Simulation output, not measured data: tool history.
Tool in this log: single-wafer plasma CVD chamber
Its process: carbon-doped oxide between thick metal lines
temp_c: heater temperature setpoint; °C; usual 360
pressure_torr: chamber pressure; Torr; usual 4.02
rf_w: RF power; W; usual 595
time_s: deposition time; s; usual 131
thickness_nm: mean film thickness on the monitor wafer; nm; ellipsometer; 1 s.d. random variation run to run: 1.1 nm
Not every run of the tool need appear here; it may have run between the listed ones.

run,hour,temp_c,pressure_torr,rf_w,time_s,"read-back reference wafer on the same gauge, thickness_nm",thickness_nm
1,0,360,4.02,595,131,595.14,729.133
2,12.5,360,4.02,595,131,595.221,729.649
3,20.6,360,4.02,640,131,594.785,748.643
4,28.4,360,4.02,680,131,595.259,765.423
5,35.8,371,4.02,595,131,595.23,714.229
# hour 45.7: thermocouple changed; heater temperature recalibrated
6,46.4,371,4.02,595,131,594.349,713.156
7,59.4,371,4.02,595,131,594.812,713.957
8,67.6,360,3.73,680,108,594.845,628.37
# hour 76.9: gauge calibrated
# hour 80.2: capacitance manometer re-zeroed and calibrated
# hour 90.9: showerhead replaced
9,91.4,360,4.02,595,146,594.995,812.79
10,92.4,351,4.02,595,151,594.759,855.993
# hour 111.6: RF generator calibrated
11,112.1,350,4.52,490,148,595.039,793.723
12,115.2,360,4.02,595,131,594.965,727.356
13,130.2,371,4.02,595,131,595.457,713.833

Run 14, settings as shown, results not yet in. Your forecast:
14,138.6,360,4.02,515,138,?,?

Run 14 gave read-back reference wafer on the same gauge, thickness_nm 594.786, thickness_nm 730.837 nm.
Were there no unlogged condition in the tool, this run, its random variation unchanged, would have produced thickness_nm 730.837 nm.

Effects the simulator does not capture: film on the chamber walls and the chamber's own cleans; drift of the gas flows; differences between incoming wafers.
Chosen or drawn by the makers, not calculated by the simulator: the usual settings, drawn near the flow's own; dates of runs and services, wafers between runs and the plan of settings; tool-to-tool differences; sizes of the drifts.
